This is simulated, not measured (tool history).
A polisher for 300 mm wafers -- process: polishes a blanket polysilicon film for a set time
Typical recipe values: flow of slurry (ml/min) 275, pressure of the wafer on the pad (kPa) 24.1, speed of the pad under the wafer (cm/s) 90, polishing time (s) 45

run     day  flow of slurry (ml/min)  pressure of the wafer on the pad (kPa)  speed of the pad under the wafer (cm/s)  polishing time (s)  incoming thickness of the incoming film, nm  film removed (nm)
  1       0                      275                                    27.6                                       90                  45                                       1389.3              526.2
  2   0.562                      275                                    27.6                                       90                  45                                       1394.6              524.7
  3    1.85                      275                                    18.6                                       90                  45                                         1370              376.2
  4   2.588                      275                                    24.1                                       90                  45                                       1415.2                471
  5   3.704                      275                                    24.1                                       90                  45                                       1367.6              477.5
  6   4.917                      275                                    24.1                                       90                  45                                         1406              476.2
  7   5.779                      275                                    24.1                                       90                  45                                       1400.1              465.8
  8   6.758                      275                                    24.1                                       90                  45                                         1379              468.7
  9     7.8                      275                                    24.1                                       90                  45                                       1391.4              471.4
 10   8.621                      250                                    24.1                                       90                  45                                       1390.5                464
 11   9.971                      275                                    24.1                                       90                  41                                       1370.9              431.5
 12  11.162                      275                                    24.1                                       90                  41                                         1377                429
 13  12.262                      275                                    24.1                                       90                  45                                       1407.9              467.7
 14  13.554                      275                                    24.1                                       90                  45                                       1401.3              461.2
 15  14.871                      325                                    27.6                                       78                  45                                       1392.5              460.5
 16  15.575                      305                                      31                                       90                  45                                       1368.3              582.6
 17  16.429                      275                                    24.1                                       90                  41                                       1377.8              424.7
 18  17.804                      275                                    24.1                                       90                  45                                       1410.7              475.1
 19  18.446                      205                                    24.1                                       90                  45                                       1386.5              451.5
 20  19.062                      275                                      31                                       58                  45                                       1395.7              381.9
 21  19.604                      275                                    17.9                                       90                  45                                       1395.6              372.2
 22  20.654                      210                                    16.5                                      104                  37                                       1362.9              313.7
 23  21.592                      275                                    24.1                                       90                  45                                       1412.2              479.3
 24  22.412                      345                                    24.1                                       90                  45                                       1389.4              471.9
 25  23.571                      320                                    24.1                                       72                  45                                       1381.8              374.1
 26  27.575                      350                                    27.6                                       72                  54                                       1392.2              518.2
 27  29.008                      200                                    24.1                                       90                  45                                       1393.4              445.7
 28  29.892                      275                                    21.4                                       90                  45                                         1385              421.4
 29   30.85                      275                                    26.9                                       90                  45                                       1380.9              518.5

Put back what was entered between runs (9 entries, withheld): which listed runs does each sit between, and how does the hidden state differ from the listed run before to the listed run after?
From run 1 to run 2: slurry nozzle cleaned (day 0.362)
  nothing in the hidden state changes from one run to the other
From run 6 to run 7: worn pad replaced by a new one (day 5.404)
  nothing in the hidden state changes from one run to the other
From run 12 to run 13: worn pad replaced by a new one (day 11.929)
  nothing in the hidden state changes from one run to the other
From run 14 to run 15: slurry nozzle cleaned (day 14.1); head pressure recalibrated (day 14.521)
  nothing in the hidden state changes from one run to the other
From run 19 to run 20: worn pad replaced by a new one (day 18.904)
  nothing in the hidden state changes from one run to the other
From run 25 to run 26: worn pad replaced by a new one (day 24.667)
  nothing in the hidden state changes from one run to the other
From run 27 to run 28: slurry nozzle cleaned (day 29.738)
  nothing in the hidden state changes from one run to the other
From run 28 to run 29: worn pad replaced by a new one (day 30.654)
  nothing in the hidden state changes from one run to the other
